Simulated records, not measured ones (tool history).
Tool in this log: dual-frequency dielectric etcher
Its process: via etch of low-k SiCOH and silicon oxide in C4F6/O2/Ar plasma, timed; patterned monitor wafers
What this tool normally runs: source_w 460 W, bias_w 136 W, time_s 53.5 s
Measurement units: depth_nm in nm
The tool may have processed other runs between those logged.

run,hour,source_w,bias_w,time_s,"read-back reference wafer on the same gauge, depth_nm",depth_nm
1,0.0,460,136,66.0,139.0,177.0
2,30.9,460,136,66.0,139.0,177.6
3,52.0,460,136,66.0,138.9,177.5
4,65.6,460,136,58.0,139.0,155.8
5,91.4,460,136,58.0,138.9,155.9
6,109.8,460,136,58.0,139.0,156.0
7,130.9,460,155,53.5,139.0,149.4
8,164.3,400,136,39.0,139.0,100.3
# hour 189.0: upper electrode replaced
9,189.5,390,118,60.0,139.0,147.9
# hour 220.5: wet clean of the chamber
10,221.0,420,110,69.5,139.0,169.9
11,222.1,370,169,68.0,139.0,178.7
12,244.1,410,136,53.5,139.0,137.1
13,270.2,550,120,42.0,139.0,116.0
14,301.1,520,136,57.5,139.0,160.7
15,318.0,570,145,60.5,139.0,178.2
16,341.9,460,136,53.5,139.0,143.3
17,368.7,400,155,53.5,139.0,141.8
18,381.3,460,136,53.5,139.1,143.6
19,397.4,460,136,40.0,139.0,107.5
# hour 456.8: gauge calibrated
20,493.7,460,116,53.5,139.0,138.2
21,515.5,420,150,65.5,139.0,176.0
22,550.8,500,136,53.5,139.0,149.4
23,574.7,400,155,53.5,139.0,143.0
24,586.8,350,160,49.0,139.0,126.3
25,621.0,520,136,68.5,139.1,194.3
26,638.5,460,148,53.5,139.0,148.4
27,661.0,460,136,66.0,139.0,179.6
# hour 710.7: wet clean of the chamber
28,711.2,510,136,53.5,139.0,148.0
29,712.7,460,125,67.0,139.0,175.1
30,747.5,460,136,53.5,139.0,142.8
31,768.5,460,136,47.0,139.0,125.6

Forecast each of these 3 alternatives for the next run:
A,768.9,460,122,53.5,?,?
B,768.9,420,170,60.0,?,?
C,768.9,460,107,59.5,?,?

run,"read-back reference wafer on the same gauge, depth_nm",depth_nm
A,139.0,138.7
B,139.0,164.8
C,139.0,149.3
Without the tool's unlogged condition, the same runs would have read:
run,depth_nm
A,137.6
B,163.6
C,148.1
